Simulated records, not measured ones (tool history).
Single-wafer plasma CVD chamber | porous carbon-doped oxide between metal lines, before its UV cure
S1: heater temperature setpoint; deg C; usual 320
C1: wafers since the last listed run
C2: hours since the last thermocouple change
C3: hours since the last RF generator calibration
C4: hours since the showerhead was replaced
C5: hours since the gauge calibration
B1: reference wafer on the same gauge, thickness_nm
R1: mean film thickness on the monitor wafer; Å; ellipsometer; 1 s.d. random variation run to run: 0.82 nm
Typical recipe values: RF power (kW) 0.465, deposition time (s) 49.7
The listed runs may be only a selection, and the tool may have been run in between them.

run 1 hour=0 | S1=320 RF_power_(kW)=0.505 deposition_time_(s)=49.7 | C1=0 C2=1490.4 C3=1043.6 C4=3779.9 C5=3616.7 | B1=193.754 | R1=2204.28
run 2 hour=92.2 | S1=320 RF_power_(kW)=0.465 deposition_time_(s)=52.2 | C1=2202 C2=1582.6 C3=1135.8 C4=3872.1 C5=3708.9 | B1=193.422 | R1=2190.98
-- hour=147.4 thermocouple changed; heater temperature recalibrated
run 3 hour=160.3 | S1=320 RF_power_(kW)=0.465 deposition_time_(s)=57.4 | C1=1435 C2=12.9 C3=1203.9 C4=3940.2 C5=3777 | B1=193.728 | R1=2397.6
run 4 hour=308.2 | S1=320 RF_power_(kW)=0.465 deposition_time_(s)=57.4 | C1=3532 C2=160.8 C3=1351.8 C4=4088.1 C5=3924.9 | B1=193.11 | R1=2383.37
run 5 hour=380 | S1=320 RF_power_(kW)=0.465 deposition_time_(s)=57.4 | C1=1714 C2=232.6 C3=1423.6 C4=4159.9 C5=3996.7 | B1=193.1 | R1=2421.42
run 6 hour=442.1 | S1=320 RF_power_(kW)=0.465 deposition_time_(s)=49.7 | C1=1483 C2=294.7 C3=1485.7 C4=4222 C5=4058.8 | B1=192.808 | R1=2073.49
-- hour=507 gauge calibrated
run 7 hour=527.5 | S1=320 RF_power_(kW)=0.465 deposition_time_(s)=49.7 | C1=2039 C2=380.1 C3=1571.1 C4=4307.4 C5=20.5 | B1=198.585 | R1=2137.93
-- hour=552.4 RF generator calibrated
run 8 hour=595.2 | S1=320 RF_power_(kW)=0.465 deposition_time_(s)=49.7 | C1=1425 C2=447.8 C3=42.8 C4=4375.1 C5=88.2 | B1=198.574 | R1=2135.21
run 9 hour=641 | S1=320 RF_power_(kW)=0.465 deposition_time_(s)=49.7 | C1=1093 C2=493.6 C3=88.6 C4=4420.9 C5=134 | B1=198.423 | R1=2141.37
run 10 hour=709 | S1=320 RF_power_(kW)=0.465 deposition_time_(s)=49.7 | C1=1624 C2=561.6 C3=156.6 C4=4488.9 C5=202 | B1=198.412 | R1=2132.38
run 11 hour=753.9 | S1=320 RF_power_(kW)=0.465 deposition_time_(s)=49.7 | C1=1072 C2=606.5 C3=201.5 C4=4533.8 C5=246.9 | B1=198.444 | R1=2135.64
run 12 hour=999.2 | S1=320 RF_power_(kW)=0.465 deposition_time_(s)=49.7 | C1=5858 C2=851.8 C3=446.8 C4=4779.1 C5=492.2 | B1=198.474 | R1=2142.4
-- hour=1031 showerhead replaced
run 13 hour=1077.8 | S1=320 RF_power_(kW)=0.465 deposition_time_(s)=49.7 | C1=1686 C2=930.4 C3=525.4 C4=46.8 C5=570.8 | B1=198.285 | R1=2149.06
run 14 hour=1117 | S1=320 RF_power_(kW)=0.465 deposition_time_(s)=42.4 | C1=936 C2=969.6 C3=564.6 C4=86 C5=610 | B1=198.333 | R1=1833.75
run 15 hour=1173.8 | S1=320 RF_power_(kW)=0.53 deposition_time_(s)=49.7 | C1=1356 C2=1026.4 C3=621.4 C4=142.8 C5=666.8 | B1=198.429 | R1=2325.97
run 16 hour=1280.2 | S1=327 RF_power_(kW)=0.465 deposition_time_(s)=49.7 | C1=2541 C2=1132.8 C3=727.8 C4=249.2 C5=773.2 | B1=198.494 | R1=2064.28
run 17 hour=1369.4 | S1=312 RF_power_(kW)=0.465 deposition_time_(s)=53.9 | C1=2130 C2=1222 C3=817 C4=338.4 C5=862.4 | B1=198.339 | R1=2417.3
run 18 hour=1471.4 | S1=314 RF_power_(kW)=0.395 deposition_time_(s)=43.1 | C1=2436 C2=1324 C3=919 C4=440.4 C5=964.4 | B1=198.325 | R1=1727.3
run 19 hour=1567.6 | S1=320 RF_power_(kW)=0.465 deposition_time_(s)=49.7 | C1=2297 C2=1420.2 C3=1015.2 C4=536.6 C5=1060.6 | B1=198.212 | R1=2128.11
run 20 hour=1630 | S1=320 RF_power_(kW)=0.465 deposition_time_(s)=52.3 | C1=1490 C2=1482.6 C3=1077.6 C4=599 C5=1123 | B1=198.257 | R1=2241.48
run 21 hour=1719.4 | S1=309 RF_power_(kW)=0.53 deposition_time_(s)=46.5 | C1=2135 C2=1572 C3=1167 C4=688.4 C5=1212.4 | B1=198.164 | R1=2317.78
run 22 hour=1774.3 | S1=332 RF_power_(kW)=0.465 deposition_time_(s)=49.7 | C1=1311 C2=1626.9 C3=1221.9 C4=743.3 C5=1267.3 | B1=198.07 | R1=2004.36
-- hour=1821.7 thermocouple changed; heater temperature recalibrated
run 23 hour=1823.7 | S1=331 RF_power_(kW)=0.535 deposition_time_(s)=49.7 | C1=988 C2=2 C3=1271.3 C4=792.7 C5=1316.7 | B1=197.914 | R1=2206.35
run 24 hour=1862.7 | S1=312 RF_power_(kW)=0.465 deposition_time_(s)=55.3 | C1=931 C2=41 C3=1310.3 C4=831.7 C5=1355.7 | B1=198.185 | R1=2472.68
run 25 hour=1961.9 | S1=309 RF_power_(kW)=0.52 deposition_time_(s)=56.8 | C1=2369 C2=140.2 C3=1409.5 C4=930.9 C5=1454.9 | B1=198.04 | R1=2764.35
run 26 hour=2006.7 | S1=320 RF_power_(kW)=0.465 deposition_time_(s)=49.7 | C1=1070 C2=185 C3=1454.3 C4=975.7 C5=1499.7 | B1=197.747 | R1=2130.69
run 27 hour=2083.9 | S1=313 RF_power_(kW)=0.465 deposition_time_(s)=42.2 | C1=1843 C2=262.2 C3=1531.5 C4=1052.9 C5=1576.9 | B1=197.881 | R1=1896.56
-- hour=2097.8 RF generator calibrated
run 28 hour=2191.7 | S1=315 RF_power_(kW)=0.385 deposition_time_(s)=58.1 | C1=2383 C2=370 C3=93.9 C4=1160.7 C5=1684.7 | B1=197.755 | R1=2268.99
run 29 hour=2272.9 | S1=320 RF_power_(kW)=0.51 deposition_time_(s)=40.9 | C1=1939 C2=451.2 C3=175.1 C4=1241.9 C5=1765.9 | B1=197.545 | R1=1853.75
run 30 hour=2309.7 | S1=320 RF_power_(kW)=0.465 deposition_time_(s)=58.4 | C1=878 C2=488 C3=211.9 C4=1278.7 C5=1802.7 | B1=197.577 | R1=2496.59
run 31 hour=2358.1 | S1=320 RF_power_(kW)=0.465 deposition_time_(s)=49.7 | C1=1156 C2=536.4 C3=260.3 C4=1327.1 C5=1851.1 | B1=197.928 | R1=2126.75
run 32 hour=2432.2 | S1=320 RF_power_(kW)=0.465 deposition_time_(s)=49.7 | C1=1769 C2=610.5 C3=334.4 C4=1401.2 C5=1925.2 | B1=197.608 | R1=2126.55
run 33 hour=2745.1 | S1=316 RF_power_(kW)=0.465 deposition_time_(s)=49.7 | C1=7473 C2=923.4 C3=647.3 C4=1714.1 C5=2238.1 | B1=197.164 | R1=2181.97
run 34 hour=2822.6 | S1=312 RF_power_(kW)=0.4 deposition_time_(s)=49.7 | C1=1851 C2=1000.9 C3=724.8 C4=1791.6 C5=2315.6 | B1=197.022 | R1=2010.76
run 35 hour=2905.1 | S1=320 RF_power_(kW)=0.465 deposition_time_(s)=49.7 | C1=1970 C2=1083.4 C3=807.3 C4=1874.1 C5=2398.1 | B1=196.789 | R1=2122.06

Table of differences, measured result less the result of that run with no hidden state. Run-to-run variation is the same in both. Gauge scatter possibly is not:
Unlogged tool condition in this case: wafer temperature above the value expected at the setpoint (K); delivered RF power above the setpoint (%); gauge reads high (%).
run=1 R1=-47.23
run=2 R1=-49.07
run=3 R1=-55.47
run=4 R1=-59.08
run=5 R1=-62.02
run=6 R1=-54.62
run=7 R1=+5.68
run=8 R1=+5.66
run=9 R1=+5.65
run=10 R1=+5.55
run=11 R1=+5.5
run=12 R1=+4.99
run=13 R1=+4.76
run=14 R1=+3.93
run=15 R1=+4.77
run=16 R1=+3.79
run=17 R1=+3.95
run=18 R1=+2.38
run=19 R1=+2.36
run=20 R1=+2.07
run=21 R1=+1.47
run=22 R1=+0.9
run=23 R1=+0.6
run=24 R1=+0.31
run=25 R1=-0.72
run=26 R1=-0.94
run=27 R1=-1.46
run=28 R1=-2.85
run=29 R1=-3.05
run=30 R1=-4.56
run=31 R1=-4.41
run=32 R1=-5.23
run=33 R1=-9.32
run=34 R1=-9.58
run=35 R1=-11.26

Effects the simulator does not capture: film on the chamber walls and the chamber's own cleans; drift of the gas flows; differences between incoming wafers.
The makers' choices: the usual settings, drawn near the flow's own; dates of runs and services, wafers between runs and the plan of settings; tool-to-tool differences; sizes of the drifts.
